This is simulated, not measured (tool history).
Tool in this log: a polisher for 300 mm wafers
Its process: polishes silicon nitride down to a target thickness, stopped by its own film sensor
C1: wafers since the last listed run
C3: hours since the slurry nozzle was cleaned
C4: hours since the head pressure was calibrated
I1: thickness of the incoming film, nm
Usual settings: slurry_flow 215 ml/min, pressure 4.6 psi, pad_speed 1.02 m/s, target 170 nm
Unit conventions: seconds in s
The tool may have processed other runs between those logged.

{"run": 1, "hour": 0.0, "slurry_flow": 215, "pressure": 4.6, "pad_speed": 1.02, "target": 151, "C1": 0, "wafers polished on this pad": 522, "C3": 144.8, "C4": 1010.2, "I1": 410.2, "seconds": 135.6}
{"run": 2, "hour": 14.4, "slurry_flow": 215, "pressure": 4.6, "pad_speed": 1.02, "target": 170, "C1": 89, "wafers polished on this pad": 611, "C3": 159.2, "C4": 1024.6, "I1": 414.2, "seconds": 128.2}
{"run": 3, "hour": 23.7, "slurry_flow": 215, "pressure": 4.6, "pad_speed": 1.02, "target": 170, "C1": 57, "wafers polished on this pad": 669, "C3": 168.5, "C4": 1033.9, "I1": 405.5, "seconds": 126.1}
{"run": 4, "hour": 30.9, "slurry_flow": 215, "pressure": 4.6, "pad_speed": 1.02, "target": 170, "C1": 44, "wafers polished on this pad": 713, "C3": 175.7, "C4": 1041.1, "I1": 404.0, "seconds": 123.2}
{"run": 5, "hour": 42.8, "slurry_flow": 215, "pressure": 4.6, "pad_speed": 1.02, "target": 170, "C1": 73, "wafers polished on this pad": 787, "C3": 187.6, "C4": 1053.0, "I1": 411.9, "seconds": 127.8}
{"run": 6, "hour": 49.5, "slurry_flow": 215, "pressure": 4.6, "pad_speed": 0.92, "target": 170, "C1": 41, "wafers polished on this pad": 829, "C3": 194.3, "C4": 1059.7, "I1": 414.2, "seconds": 144.7}
{"run": 7, "hour": 57.2, "slurry_flow": 215, "pressure": 4.6, "pad_speed": 0.92, "target": 170, "C1": 47, "wafers polished on this pad": 876, "C3": 202.0, "C4": 1067.4, "I1": 406.2, "seconds": 139.9}
{"run": 8, "hour": 66.0, "slurry_flow": 215, "pressure": 4.6, "pad_speed": 0.92, "target": 170, "C1": 54, "wafers polished on this pad": 931, "C3": 210.8, "C4": 1076.2, "I1": 415.1, "seconds": 142.0}
{"run": 9, "hour": 77.1, "slurry_flow": 215, "pressure": 4.6, "pad_speed": 1.02, "target": 170, "C1": 68, "wafers polished on this pad": 1000, "C3": 221.9, "C4": 1087.3, "I1": 409.7, "seconds": 131.0}
{"run": 10, "hour": 83.9, "slurry_flow": 215, "pressure": 4.6, "pad_speed": 1.02, "target": 170, "C1": 42, "wafers polished on this pad": 1042, "C3": 228.7, "C4": 1094.1, "I1": 412.2, "seconds": 133.0}
{"run": 11, "hour": 92.9, "slurry_flow": 215, "pressure": 4.6, "pad_speed": 1.02, "target": 170, "C1": 55, "wafers polished on this pad": 1097, "C3": 237.7, "C4": 1103.1, "I1": 407.4, "seconds": 132.1}
{"run": 12, "hour": 109.4, "slurry_flow": 215, "pressure": 4.6, "pad_speed": 1.02, "target": 170, "C1": 102, "wafers polished on this pad": 1200, "C3": 254.2, "C4": 1119.6, "I1": 410.1, "seconds": 135.5}
{"run": 13, "hour": 118.6, "slurry_flow": 160, "pressure": 4.6, "pad_speed": 1.02, "target": 170, "C1": 56, "wafers polished on this pad": 1257, "C3": 263.4, "C4": 1128.8, "I1": 415.5, "seconds": 143.9}
{"hour": 131.0, "done": "worn pad replaced by a new one"}
{"run": 14, "hour": 131.5, "slurry_flow": 245, "pressure": 4.6, "pad_speed": 1.02, "target": 170, "C1": 55, "wafers polished on this pad": 3, "C3": 276.3, "C4": 1141.7, "I1": 414.5, "seconds": 119.7}
{"run": 15, "hour": 137.9, "slurry_flow": 245, "pressure": 4.6, "pad_speed": 1.02, "target": 170, "C1": 39, "wafers polished on this pad": 42, "C3": 282.7, "C4": 1148.1, "I1": 409.2, "seconds": 120.8}
{"run": 16, "hour": 145.5, "slurry_flow": 215, "pressure": 4.6, "pad_speed": 1.02, "target": 170, "C1": 47, "wafers polished on this pad": 89, "C3": 290.3, "C4": 1155.7, "I1": 416.2, "seconds": 122.5}
{"run": 17, "hour": 157.5, "slurry_flow": 215, "pressure": 4.6, "pad_speed": 1.02, "target": 170, "C1": 74, "wafers polished on this pad": 164, "C3": 302.3, "C4": 1167.7, "I1": 404.9, "seconds": 120.8}
{"run": 18, "hour": 171.7, "slurry_flow": 280, "pressure": 5.7, "pad_speed": 1.16, "target": 229, "C1": 87, "wafers polished on this pad": 252, "C3": 316.5, "C4": 1181.9, "I1": 402.9, "seconds": 63.2}
{"run": 19, "hour": 179.6, "slurry_flow": 265, "pressure": 6.1, "pad_speed": 1.2, "target": 170, "C1": 48, "wafers polished on this pad": 301, "C3": 324.4, "C4": 1189.8, "I1": 418.3, "seconds": 82.5}
{"run": 20, "hour": 186.8, "slurry_flow": 270, "pressure": 4.6, "pad_speed": 1.02, "target": 119, "C1": 44, "wafers polished on this pad": 345, "C3": 331.6, "C4": 1197.0, "I1": 407.1, "seconds": 147.7}
{"run": 21, "hour": 200.7, "slurry_flow": 215, "pressure": 4.6, "pad_speed": 1.34, "target": 170, "C1": 86, "wafers polished on this pad": 431, "C3": 345.5, "C4": 1210.9, "I1": 413.8, "seconds": 102.0}
{"run": 22, "hour": 208.6, "slurry_flow": 215, "pressure": 4.6, "pad_speed": 1.02, "target": 170, "C1": 48, "wafers polished on this pad": 480, "C3": 353.4, "C4": 1218.8, "I1": 407.7, "seconds": 124.6}
{"run": 23, "hour": 220.1, "slurry_flow": 290, "pressure": 5.1, "pad_speed": 1.02, "target": 252, "C1": 71, "wafers polished on this pad": 551, "C3": 364.9, "C4": 1230.3, "I1": 411.5, "seconds": 74.2}
{"hour": 230.2, "done": "head pressure recalibrated"}
{"run": 24, "hour": 232.9, "slurry_flow": 215, "pressure": 4.6, "pad_speed": 0.74, "target": 170, "C1": 66, "wafers polished on this pad": 618, "C3": 377.7, "C4": 2.7, "I1": 403.5, "seconds": 162.2}
{"run": 25, "hour": 244.5, "slurry_flow": 215, "pressure": 4.6, "pad_speed": 1.02, "target": 170, "C1": 71, "wafers polished on this pad": 690, "C3": 389.3, "C4": 14.3, "I1": 418.6, "seconds": 135.4}
{"run": 26, "hour": 261.8, "slurry_flow": 215, "pressure": 4.1, "pad_speed": 1.02, "target": 195, "C1": 107, "wafers polished on this pad": 797, "C3": 406.6, "C4": 31.6, "I1": 417.6, "seconds": 135.2}
{"run": 27, "hour": 277.5, "slurry_flow": 185, "pressure": 4.6, "pad_speed": 1.12, "target": 102, "C1": 97, "wafers polished on this pad": 894, "C3": 422.3, "C4": 47.3, "I1": 405.0, "seconds": 160.2}
{"hour": 279.1, "done": "slurry nozzle cleaned"}
{"run": 28, "hour": 289.7, "slurry_flow": 215, "pressure": 5.4, "pad_speed": 0.84, "target": 170, "C1": 69, "wafers polished on this pad": 964, "C3": 10.6, "C4": 59.5, "I1": 413.1, "seconds": 133.7}
{"run": 29, "hour": 306.5, "slurry_flow": 215, "pressure": 4.6, "pad_speed": 0.8, "target": 123, "C1": 104, "wafers polished on this pad": 1068, "C3": 27.4, "C4": 76.3, "I1": 410.4, "seconds": 197.5}
{"hour": 312.9, "done": "worn pad replaced by a new one"}
{"run": 30, "hour": 321.0, "slurry_flow": 215, "pressure": 4.1, "pad_speed": 1.02, "target": 170, "C1": 65, "wafers polished on this pad": 50, "C3": 41.9, "C4": 90.8, "I1": 412.3, "seconds": 140.0}
{"run": 31, "hour": 329.9, "slurry_flow": 215, "pressure": 5.6, "pad_speed": 1.02, "target": 170, "C1": 55, "wafers polished on this pad": 105, "C3": 50.8, "C4": 99.7, "I1": 410.1, "seconds": 99.5}
{"run": 32, "hour": 344.7, "slurry_flow": 215, "pressure": 4.6, "pad_speed": 1.02, "target": 170, "C1": 91, "wafers polished on this pad": 197, "C3": 65.6, "C4": 114.5, "I1": 410.6, "seconds": 123.2}
{"run": 33, "hour": 352.0, "slurry_flow": 215, "pressure": 5.6, "pad_speed": 1.02, "target": 170, "C1": 45, "wafers polished on this pad": 242, "C3": 72.9, "C4": 121.8, "I1": 413.1, "seconds": 102.9}
{"run": 34, "hour": 369.1, "slurry_flow": 215, "pressure": 4.6, "pad_speed": 1.02, "target": 170, "C1": 105, "wafers polished on this pad": 348, "C3": 90.0, "C4": 138.9, "I1": 409.0, "seconds": 123.3}

Branching from run 34: 5 alternative next runs. What would each branch give?
{"run": "A", "hour": 369.5, "slurry_flow": 215, "pressure": 4.6, "pad_speed": 1.36, "target": 170, "C1": 2, "wafers polished on this pad": 350, "C3": 90.4, "C4": 139.3, "I1": 414.1, "seconds": "?"}
{"run": "B", "hour": 369.5, "slurry_flow": 215, "pressure": 4.6, "pad_speed": 1.02, "target": 246, "C1": 2, "wafers polished on this pad": 350, "C3": 90.4, "C4": 139.3, "I1": 414.1, "seconds": "?"}
{"run": "C", "hour": 369.5, "slurry_flow": 155, "pressure": 5.8, "pad_speed": 0.9, "target": 138, "C1": 2, "wafers polished on this pad": 350, "C3": 90.4, "C4": 139.3, "I1": 414.1, "seconds": "?"}
{"run": "D", "hour": 369.5, "slurry_flow": 155, "pressure": 4.6, "pad_speed": 1.02, "target": 138, "C1": 2, "wafers polished on this pad": 350, "C3": 90.4, "C4": 139.3, "I1": 414.1, "seconds": "?"}
{"run": "E", "hour": 369.5, "slurry_flow": 195, "pressure": 4.6, "pad_speed": 1.36, "target": 170, "C1": 2, "wafers polished on this pad": 350, "C3": 90.4, "C4": 139.3, "I1": 414.1, "seconds": "?"}

run=A seconds=102.3
run=B seconds=88.7
run=C seconds=134.7
run=D seconds=153.7
run=E seconds=103.7
With no hidden state in the tool, these same runs would have given:
run=A seconds=97.4
run=B seconds=84.5
run=C seconds=128.3
run=D seconds=146.4
run=E seconds=98.8

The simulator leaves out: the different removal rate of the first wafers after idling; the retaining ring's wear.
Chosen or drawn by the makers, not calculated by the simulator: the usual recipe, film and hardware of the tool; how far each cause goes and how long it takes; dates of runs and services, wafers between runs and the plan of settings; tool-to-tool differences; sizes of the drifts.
